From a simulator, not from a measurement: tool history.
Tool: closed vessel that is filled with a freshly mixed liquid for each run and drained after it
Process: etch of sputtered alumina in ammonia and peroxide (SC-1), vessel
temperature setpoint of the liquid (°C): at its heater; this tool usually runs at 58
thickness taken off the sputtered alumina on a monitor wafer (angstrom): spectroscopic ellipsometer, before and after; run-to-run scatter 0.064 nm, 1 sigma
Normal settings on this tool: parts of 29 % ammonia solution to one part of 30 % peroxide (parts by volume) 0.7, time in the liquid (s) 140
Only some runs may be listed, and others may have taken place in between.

| run | hour | temperature setpoint of the liquid (°C) | parts of 29 % ammonia solution to one part of 30 % peroxide (parts by volume) | time in the liquid (s) | wafers since the last listed run | hours since the thermometer was replaced | hours since the ammonia flow meter was replaced | hours since the drum of ammonia solution was connected | hours since the gauge calibration | read-back film thickness of the sputtered alumina reference wafer, read on the same gauge (nm) | thickness taken off the sputtered alumina on a monitor wafer (angstrom) |
|---|---|---|---|---|---|---|---|---|---|---|---|
| 1 | 0 | 58 | 0.65 | 140 | 0 | 690.7 | 1382.8 | 738.7 | 283.2 | 90 | 174.4 |
| 2 | 28.6 | 58 | 0.7 | 140 | 3549 | 719.3 | 1411.4 | 767.3 | 311.8 | 90.01 | 174.9 |
| 3 | 37 | 58 | 0.7 | 140 | 1042 | 727.7 | 1419.8 | 775.7 | 320.2 | 89.99 | 177.1 |
| 4 | 62.3 | 58 | 0.45 | 100 | 3139 | 753 | 1445.1 | 801 | 345.5 | 90.01 | 120 |
| 5 | 78.5 | 58 | 0.7 | 140 | 2010 | 769.2 | 1461.3 | 817.2 | 361.7 | 90.02 | 176.5 |
| 6 | 94.4 | 58 | 0.7 | 140 | 1973 | 785.1 | 1477.2 | 833.1 | 377.6 | 90.01 | 175.8 |
| 7 | 101 | 58 | 0.7 | 140 | 819 | 791.7 | 1483.8 | 839.7 | 384.2 | 90 | 177.7 |
|  | 129.7 | new drum of ammonia solution connected |
|  | 140.7 | gauge calibrated |
| 8 | 146.9 | 58 | 0.7 | 140 | 5571 | 837.6 | 1529.7 | 17.2 | 6.2 | 90.01 | 175.9 |
|  | 156.5 | ammonia flow meter replaced |
| 9 | 157.1 | 58 | 0.7 | 140 | 1141 | 847.8 | 0.6 | 27.4 | 16.4 | 90.01 | 177 |
|  | 163.6 | thermometer replaced |
| 10 | 168.7 | 54.5 | 0.5 | 140 | 1315 | 5.1 | 12.2 | 39 | 28 | 90 | 149.4 |
| 11 | 184.5 | 58 | 0.7 | 140 | 1960 | 20.9 | 28 | 54.8 | 43.8 | 90 | 185.3 |
| 12 | 191.1 | 58 | 0.7 | 140 | 819 | 27.5 | 34.6 | 61.4 | 50.4 | 90.04 | 185.4 |
| 13 | 206.8 | 58 | 0.7 | 140 | 1948 | 43.2 | 50.3 | 77.1 | 66.1 | 90.02 | 185.7 |
| 14 | 222.7 | 58 | 0.55 | 195 | 1973 | 59.1 | 66.2 | 93 | 82 | 89.99 | 253.6 |
| 15 | 232.3 | 58 | 0.7 | 140 | 1191 | 68.7 | 75.8 | 102.6 | 91.6 | 89.99 | 187.1 |
| 16 | 243.6 | 58 | 0.35 | 220 | 1402 | 80 | 87.1 | 113.9 | 102.9 | 90.01 | 273.3 |
|  | 291.9 | thermometer replaced, repeated, since the last time left the tool worse |
| 17 | 292.7 | 58 | 0.95 | 60 | 5969 | 0.8 | 136.2 | 163 | 152 | 89.98 | 74.8 |
| 18 | 309.6 | 58 | 0.7 | 140 | 2097 | 17.7 | 153.1 | 179.9 | 168.9 | 89.98 | 170.4 |
| 19 | 321.4 | 52 | 0.9 | 140 | 1464 | 29.5 | 164.9 | 191.7 | 180.7 | 90.02 | 125.7 |
| 20 | 337.4 | 63 | 0.7 | 140 | 1985 | 45.5 | 180.9 | 207.7 | 196.7 | 89.98 | 218.6 |
| 21 | 346.8 | 58 | 0.7 | 140 | 1166 | 54.9 | 190.3 | 217.1 | 206.1 | 90.02 | 168.5 |
| 22 | 359.4 | 64.5 | 0.45 | 190 | 1563 | 67.5 | 202.9 | 229.7 | 218.7 | 89.98 | 307.9 |
| 23 | 377.4 | 67.5 | 0.55 | 185 | 2233 | 85.5 | 220.9 | 247.7 | 236.7 | 89.98 | 353.1 |
| 24 | 384.9 | 62.5 | 0.45 | 140 | 930 | 93 | 228.4 | 255.2 | 244.2 | 89.99 | 203.8 |
| 25 | 400.5 | 66 | 0.7 | 215 | 1935 | 108.6 | 244 | 270.8 | 259.8 | 89.99 | 389.6 |
| 26 | 407.4 | 66.5 | 0.85 | 55 | 856 | 115.5 | 250.9 | 277.7 | 266.7 | 89.99 | 104.6 |
| 27 | 424 | 58 | 1 | 180 | 2060 | 132.1 | 267.5 | 294.3 | 283.3 | 90 | 226.3 |
| 28 | 445.6 | 67 | 0.45 | 175 | 2680 | 153.7 | 289.1 | 315.9 | 304.9 | 89.99 | 321.2 |
| 29 | 452 | 50.5 | 0.6 | 75 | 794 | 160.1 | 295.5 | 322.3 | 311.3 | 90.04 | 60.4 |

What if the next run were any one of these 3? Each begins from the tool's condition after run 29:
| A | 452.7 | 58 | 0.7 | 140 | 86 | 160.8 | 296.2 | 323 | 312 | ? | ? |
| B | 452.7 | 63.5 | 0.8 | 140 | 86 | 160.8 | 296.2 | 323 | 312 | ? | ? |
| C | 452.7 | 58 | 0.7 | 205 | 86 | 160.8 | 296.2 | 323 | 312 | ? | ? |

| run | read-back film thickness of the sputtered alumina reference wafer, read on the same gauge (nm) | thickness taken off the sputtered alumina on a monitor wafer (angstrom) |
|---|---|---|
| A | 90.01 | 170.2 |
| B | 90.01 | 228.2 |
| C | 90.01 | 249.2 |
With the hidden condition removed and each run's random variation left untouched, the same runs would have given:
| run | thickness taken off the sputtered alumina on a monitor wafer (angstrom) |
|---|---|
| A | 168.2 |
| B | 225.6 |
| C | 246.3 |
